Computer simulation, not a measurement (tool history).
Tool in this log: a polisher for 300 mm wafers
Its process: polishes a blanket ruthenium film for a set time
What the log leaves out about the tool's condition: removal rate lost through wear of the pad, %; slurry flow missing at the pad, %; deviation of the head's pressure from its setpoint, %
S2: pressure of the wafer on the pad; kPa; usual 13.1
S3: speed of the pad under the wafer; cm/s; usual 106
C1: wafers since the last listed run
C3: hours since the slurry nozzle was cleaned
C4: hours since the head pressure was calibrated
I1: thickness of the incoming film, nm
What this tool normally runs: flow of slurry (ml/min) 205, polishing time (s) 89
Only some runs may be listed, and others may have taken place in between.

{"run": 1, "day": 0.0, "flow of slurry (ml/min)": 205, "S2": 13.1, "S3": 106, "polishing time (s)": 89, "C1": 0, "wafers polished on this pad": 99, "C3": 208.1, "C4": 425.7, "I1": 609.3, "film removed (Å)": 857}
{"run": 2, "day": 4.246, "flow of slurry (ml/min)": 205, "S2": 13.1, "S3": 106, "polishing time (s)": 89, "C1": 934, "wafers polished on this pad": 1034, "C3": 310, "C4": 527.6, "I1": 623.8, "film removed (Å)": 835}
{"run": 3, "day": 6.608, "flow of slurry (ml/min)": 205, "S2": 13.1, "S3": 106, "polishing time (s)": 89, "C1": 520, "wafers polished on this pad": 1554, "C3": 366.7, "C4": 584.3, "I1": 626.4, "film removed (Å)": 827}
{"run": 4, "day": 8.254, "flow of slurry (ml/min)": 205, "S2": 13.1, "S3": 106, "polishing time (s)": 89, "C1": 362, "wafers polished on this pad": 1917, "C3": 406.2, "C4": 623.8, "I1": 623.7, "film removed (Å)": 805}
{"run": 5, "day": 12.0, "flow of slurry (ml/min)": 205, "S2": 13.1, "S3": 106, "polishing time (s)": 89, "C1": 824, "wafers polished on this pad": 2742, "C3": 496.1, "C4": 713.7, "I1": 627.2, "film removed (Å)": 789}
{"day": 14.3, "done": "slurry nozzle cleaned"}
{"day": 15.892, "done": "head pressure recalibrated"}
{"run": 6, "day": 16.258, "flow of slurry (ml/min)": 205, "S2": 13.1, "S3": 106, "polishing time (s)": 89, "C1": 910, "wafers polished on this pad": 3652, "C3": 47, "C4": 8.8, "I1": 616.7, "film removed (Å)": 805}
{"run": 7, "day": 18.854, "flow of slurry (ml/min)": 205, "S2": 13.1, "S3": 106, "polishing time (s)": 89, "C1": 571, "wafers polished on this pad": 4223, "C3": 109.3, "C4": 71.1, "I1": 624.4, "film removed (Å)": 783}
{"day": 19.904, "done": "worn pad replaced by a new one"}
{"run": 8, "day": 21.512, "flow of slurry (ml/min)": 205, "S2": 13.1, "S3": 106, "polishing time (s)": 89, "C1": 548, "wafers polished on this pad": 353, "C3": 173.1, "C4": 134.9, "I1": 616.2, "film removed (Å)": 866}
{"run": 9, "day": 24.004, "flow of slurry (ml/min)": 205, "S2": 13.1, "S3": 106, "polishing time (s)": 89, "C1": 548, "wafers polished on this pad": 902, "C3": 232.9, "C4": 194.7, "I1": 619.4, "film removed (Å)": 861}
{"day": 34.842, "done": "slurry nozzle cleaned"}
{"run": 10, "day": 35.862, "flow of slurry (ml/min)": 205, "S2": 13.1, "S3": 106, "polishing time (s)": 89, "C1": 2601, "wafers polished on this pad": 3504, "C3": 24.5, "C4": 479.3, "I1": 619, "film removed (Å)": 800}
{"run": 11, "day": 43.088, "flow of slurry (ml/min)": 205, "S2": 13.1, "S3": 106, "polishing time (s)": 89, "C1": 1590, "wafers polished on this pad": 5095, "C3": 197.9, "C4": 652.7, "I1": 618.2, "film removed (Å)": 784}
{"day": 45.025, "done": "worn pad replaced by a new one"}
{"run": 12, "day": 47.075, "flow of slurry (ml/min)": 205, "S2": 13.1, "S3": 106, "polishing time (s)": 89, "C1": 841, "wafers polished on this pad": 451, "C3": 293.6, "C4": 748.4, "I1": 616, "film removed (Å)": 839}
{"run": 13, "day": 49.75, "flow of slurry (ml/min)": 205, "S2": 13.1, "S3": 106, "polishing time (s)": 89, "C1": 589, "wafers polished on this pad": 1040, "C3": 357.8, "C4": 812.6, "I1": 617.9, "film removed (Å)": 839}
{"run": 14, "day": 53.05, "flow of slurry (ml/min)": 205, "S2": 13.1, "S3": 106, "polishing time (s)": 89, "C1": 726, "wafers polished on this pad": 1767, "C3": 437, "C4": 891.8, "I1": 618, "film removed (Å)": 822}
{"day": 53.642, "done": "head pressure recalibrated"}
{"day": 57.517, "done": "slurry nozzle cleaned"}
{"run": 15, "day": 59.629, "flow of slurry (ml/min)": 205, "S2": 13.1, "S3": 106, "polishing time (s)": 101, "C1": 1421, "wafers polished on this pad": 3188, "C3": 50.7, "C4": 143.7, "I1": 621.5, "film removed (Å)": 920}
{"run": 16, "day": 62.408, "flow of slurry (ml/min)": 205, "S2": 13.1, "S3": 106, "polishing time (s)": 101, "C1": 611, "wafers polished on this pad": 3800, "C3": 117.4, "C4": 210.4, "I1": 611.1, "film removed (Å)": 913}
{"run": 17, "day": 64.654, "flow of slurry (ml/min)": 205, "S2": 14.5, "S3": 106, "polishing time (s)": 102, "C1": 494, "wafers polished on this pad": 4295, "C3": 171.3, "C4": 264.3, "I1": 625.2, "film removed (Å)": 993}
{"day": 68.908, "done": "worn pad replaced by a new one"}
{"run": 18, "day": 68.929, "flow of slurry (ml/min)": 255, "S2": 13.1, "S3": 120, "polishing time (s)": 89, "C1": 904, "wafers polished on this pad": 4, "C3": 273.9, "C4": 366.9, "I1": 623.4, "film removed (Å)": 979}
{"run": 19, "day": 71.533, "flow of slurry (ml/min)": 205, "S2": 9.7, "S3": 106, "polishing time (s)": 89, "C1": 573, "wafers polished on this pad": 577, "C3": 336.4, "C4": 429.4, "I1": 618.1, "film removed (Å)": 611}

Run 20, settings as shown, results not yet in. Your forecast:
{"run": 20, "day": 74.462, "flow of slurry (ml/min)": 205, "S2": 13.1, "S3": 106, "polishing time (s)": 89, "C1": 644, "wafers polished on this pad": 1222, "C3": 406.7, "C4": 499.7, "I1": 620.9, "film removed (Å)": "?"}

{"run 20": {"film removed (Å)": 813}}
Were there no unlogged condition in the tool, this run, its random variation unchanged, would have produced film removed (Å) 873.

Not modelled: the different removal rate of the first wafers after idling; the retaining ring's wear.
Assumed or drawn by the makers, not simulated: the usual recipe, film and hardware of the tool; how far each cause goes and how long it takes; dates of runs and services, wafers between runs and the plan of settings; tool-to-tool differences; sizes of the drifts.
